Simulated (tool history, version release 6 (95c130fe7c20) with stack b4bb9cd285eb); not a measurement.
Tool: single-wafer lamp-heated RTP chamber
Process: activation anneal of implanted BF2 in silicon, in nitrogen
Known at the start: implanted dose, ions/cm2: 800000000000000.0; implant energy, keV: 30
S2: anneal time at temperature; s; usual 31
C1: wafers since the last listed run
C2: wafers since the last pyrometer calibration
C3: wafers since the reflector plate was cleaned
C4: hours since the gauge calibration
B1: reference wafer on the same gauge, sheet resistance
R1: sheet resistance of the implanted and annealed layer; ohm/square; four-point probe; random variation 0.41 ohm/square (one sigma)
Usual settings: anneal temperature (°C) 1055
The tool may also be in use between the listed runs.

Run 1, hour 0.0: usual settings but S2 22 s; C1 0; C2 1319; C3 8206; C4 444.0; B1 136.05. Result: R1 150.08 ohm/square.
Run 2, hour 96.3: usual settings; C1 1167; C2 2487; C3 9374; C4 540.3; B1 136.10. Result: R1 146.51 ohm/square.
Run 3, hour 130.5: usual settings; C1 414; C2 2901; C3 9789; C4 574.5; B1 136.04. Result: R1 146.72 ohm/square.
Run 4, hour 196.8: usual settings; C1 804; C2 3705; C3 10593; C4 640.8; B1 136.02. Result: R1 145.90 ohm/square.
Run 5, hour 215.5: usual settings but anneal temperature (°C) 1065; C1 226; C2 3932; C3 10820; C4 659.5; B1 136.01. Result: R1 145.39 ohm/square.
Run 6, hour 249.6: usual settings but anneal temperature (°C) 1071, S2 22 s; C1 413; C2 4346; C3 11233; C4 693.6; B1 135.88. Result: R1 146.19 ohm/square.
At hour 267.1: reflector plate cleaned.
Run 7, hour 273.1: usual settings but anneal temperature (°C) 1071, S2 22 s; C1 187; C2 4534; C3 73; C4 717.1; B1 135.94. Result: R1 145.89 ohm/square.
Run 8, hour 290.5: usual settings; C1 211; C2 4745; C3 284; C4 734.5; B1 136.05. Result: R1 146.06 ohm/square.
At hour 304.7: gauge calibrated.
Run 9, hour 324.8: usual settings; C1 415; C2 5161; C3 700; C4 20.1; B1 136.12. Result: R1 145.16 ohm/square.
Run 10, hour 345.2: usual settings; C1 247; C2 5408; C3 947; C4 40.5; B1 136.21. Result: R1 146.27 ohm/square.
Run 11, hour 358.0: usual settings; C1 155; C2 5563; C3 1102; C4 53.3; B1 135.97. Result: R1 146.07 ohm/square.
Run 12, hour 390.9: usual settings; C1 399; C2 5962; C3 1501; C4 86.2; B1 136.08. Result: R1 145.73 ohm/square.
Run 13, hour 404.3: usual settings; C1 162; C2 6125; C3 1664; C4 99.6; B1 136.06. Result: R1 146.01 ohm/square.
Run 14, hour 423.4: usual settings; C1 231; C2 6357; C3 1895; C4 118.7; B1 135.94. Result: R1 145.82 ohm/square.
At hour 453.7: pyrometer window cleaned and pyrometer calibrated.
Run 15, hour 454.2: usual settings but anneal temperature (°C) 1065, S2 36 s; C1 276; C2 5; C3 2172; C4 149.5; B1 135.95. Result: R1 145.27 ohm/square.
Run 16, hour 480.8: usual settings but S2 13 s; C1 322; C2 328; C3 2495; C4 176.1; B1 136.14. Result: R1 153.46 ohm/square.
Run 17, hour 510.8: usual settings; C1 363; C2 692; C3 2858; C4 206.1; B1 135.89. Result: R1 147.42 ohm/square.
Run 18, hour 560.4: usual settings but anneal temperature (°C) 1069, S2 48 s; C1 601; C2 1293; C3 3460; C4 255.7; B1 135.95. Result: R1 142.33 ohm/square.
Run 19, hour 586.3: usual settings; C1 314; C2 1607; C3 3774; C4 281.6; B1 135.97. Result: R1 147.20 ohm/square.
Run 20, hour 611.5: usual settings but anneal temperature (°C) 1064, S2 16 s; C1 305; C2 1913; C3 4080; C4 306.8; B1 135.94. Result: R1 149.83 ohm/square.
Run 21, hour 636.3: usual settings; C1 300; C2 2214; C3 4380; C4 331.6; B1 135.97. Result: R1 147.40 ohm/square.
Run 22, hour 658.8: usual settings but anneal temperature (°C) 1035, S2 17 s; C1 272; C2 2487; C3 4653; C4 354.1; B1 136.06. Result: R1 155.78 ohm/square.
Run 23, hour 674.7: usual settings but anneal temperature (°C) 1068; C1 192; C2 2679; C3 4846; C4 370.0; B1 135.96. Result: R1 144.59 ohm/square.
Run 24, hour 709.5: usual settings but anneal temperature (°C) 1079, S2 43 s; C1 422; C2 3101; C3 5268; C4 404.8; B1 135.94. Result: R1 141.66 ohm/square.
Run 25, hour 744.1: usual settings but anneal temperature (°C) 1046, S2 43 s; C1 419; C2 3521; C3 5688; C4 439.4; B1 136.04. Result: R1 145.70 ohm/square.
Run 26, hour 778.8: usual settings; C1 420; C2 3942; C3 6109; C4 474.1; B1 136.02. Result: R1 146.92 ohm/square.
Run 27, hour 793.0: usual settings; C1 172; C2 4114; C3 6281; C4 488.3; B1 136.02. Result: R1 146.80 ohm/square.
Run 28, hour 826.2: usual settings but anneal temperature (°C) 1072, S2 48 s; C1 402; C2 4517; C3 6684; C4 521.5; B1 135.94. Result: R1 142.14 ohm/square.
Run 29, hour 853.2: usual settings; C1 327; C2 4844; C3 7011; C4 548.5; B1 136.04. Result: R1 145.67 ohm/square.

5 ways to go on from here, each from the tool as it stands after run 29. What would each give?
Run A, hour 853.6: usual settings; C1 4; C2 4849; C3 7016; C4 548.9; B1 ?. Result: R1 ?.
Run B, hour 853.6: usual settings but anneal temperature (°C) 1069, S2 41 s; C1 4; C2 4849; C3 7016; C4 548.9; B1 ?. Result: R1 ?.
Run C, hour 853.6: usual settings but anneal temperature (°C) 1045, S2 21 s; C1 4; C2 4849; C3 7016; C4 548.9; B1 ?. Result: R1 ?.
Run D, hour 853.6: usual settings but anneal temperature (°C) 1084, S2 46 s; C1 4; C2 4849; C3 7016; C4 548.9; B1 ?. Result: R1 ?.
Run E, hour 853.6: usual settings but S2 19 s; C1 4; C2 4849; C3 7016; C4 548.9; B1 ?. Result: R1 ?.

run      B1      R1
  A  135.97  145.77
  B  135.97  142.61
  C  135.97  150.62
  D  135.97  141.31
  E  135.97  149.18
Without the tool's hidden state the same runs would have given:
run      R1
  A  147.44
  B  143.43
  C  152.81
  D  141.79
  E  151.27

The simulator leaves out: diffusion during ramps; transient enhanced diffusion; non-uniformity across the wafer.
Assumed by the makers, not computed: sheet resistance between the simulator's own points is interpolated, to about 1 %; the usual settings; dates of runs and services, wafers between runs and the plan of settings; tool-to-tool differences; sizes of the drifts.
